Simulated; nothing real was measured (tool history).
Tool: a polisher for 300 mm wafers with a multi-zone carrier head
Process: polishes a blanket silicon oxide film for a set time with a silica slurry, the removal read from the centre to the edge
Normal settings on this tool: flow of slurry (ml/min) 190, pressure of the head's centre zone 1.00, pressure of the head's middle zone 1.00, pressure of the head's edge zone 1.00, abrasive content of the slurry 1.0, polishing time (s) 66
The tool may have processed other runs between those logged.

run,hour,flow of slurry (ml/min),pressure of the head's centre zone,pressure of the head's middle zone,pressure of the head's edge zone,abrasive content of the slurry,polishing time (s),wafers since the last listed run,wafers polished on this pad,hours since the slurry nozzle was cleaned,hours since the centre zone pressure was calibrated,hours since the edge zone pressure was calibrated,hours since the carrier head's membrane was replaced,"incoming thickness of the incoming film, nm",film removed at the wafer's centre (angstrom),film removed at mid-radius (angstrom),film removed at the wafer's edge (angstrom)
1,0.0,190,0.94,1.00,1.00,1.0,66,0,167,27.2,640.5,965.9,1438.5,1149.6,1489,1470,1546
2,14.8,190,1.00,1.11,1.00,1.0,52,147,314,42.0,655.3,980.7,1453.3,1147.1,1245,1233,1239
# hour 52.5: carrier head's membrane replaced by a new one
3,53.0,190,1.00,1.00,1.00,1.0,66,330,645,80.2,693.5,1018.9,0.5,1155.5,1570,1481,1563
4,71.2,210,1.00,1.00,1.00,1.0,76,181,826,98.4,711.7,1037.1,18.7,1132.7,1837,1723,1814
5,91.7,190,1.00,1.00,1.10,1.0,66,204,1031,118.9,732.2,1057.6,39.2,1156.2,1554,1511,1651
# hour 99.5: centre zone pressure recalibrated
6,124.9,190,1.00,1.00,1.12,0.9,76,310,1341,152.1,25.4,1090.8,72.4,1147.6,1712,1652,1842
7,159.6,190,1.11,1.00,1.00,1.0,85,345,1687,186.8,60.1,1125.5,107.1,1133.6,2238,1892,1997
8,193.0,190,1.07,1.00,1.05,0.9,73,332,2020,220.2,93.5,1158.9,140.5,1132.0,1779,1563,1728
9,213.8,190,1.00,1.00,1.00,1.0,66,207,2227,241.0,114.3,1179.7,161.3,1172.5,1572,1481,1546
# hour 225.4: worn pad replaced by a new one
# hour 233.3: edge zone pressure recalibrated
10,242.1,190,0.92,1.06,1.00,1.0,66,222,146,269.3,142.6,8.8,189.6,1152.9,1455,1545,1575
11,273.5,225,0.94,1.05,1.04,1.0,66,312,459,300.7,174.0,40.2,221.0,1163.8,1515,1537,1625
12,303.9,190,1.00,0.89,1.00,1.0,66,302,762,331.1,204.4,70.6,251.4,1171.1,1561,1388,1577
13,332.7,190,1.00,1.00,1.00,1.0,66,286,1049,359.9,233.2,99.4,280.2,1163.9,1552,1469,1545
14,356.4,190,1.00,0.93,1.00,0.9,66,236,1285,383.6,256.9,123.1,303.9,1138.0,1545,1420,1521

Run 15 comes next. What will it give?
15,373.4,190,1.00,1.00,1.04,1.0,66,169,1454,400.6,273.9,140.1,320.9,1158.4,?,?,?

Run 15 gave film removed at the wafer's centre (angstrom) 1559, film removed at mid-radius (angstrom) 1504, film removed at the wafer's edge (angstrom) 1591.
Take away the tool's hidden state, keep the run-to-run variation as it was, and the same run would have given film removed at the wafer's centre (angstrom) 1559, film removed at mid-radius (angstrom) 1504, film removed at the wafer's edge (angstrom) 1591.
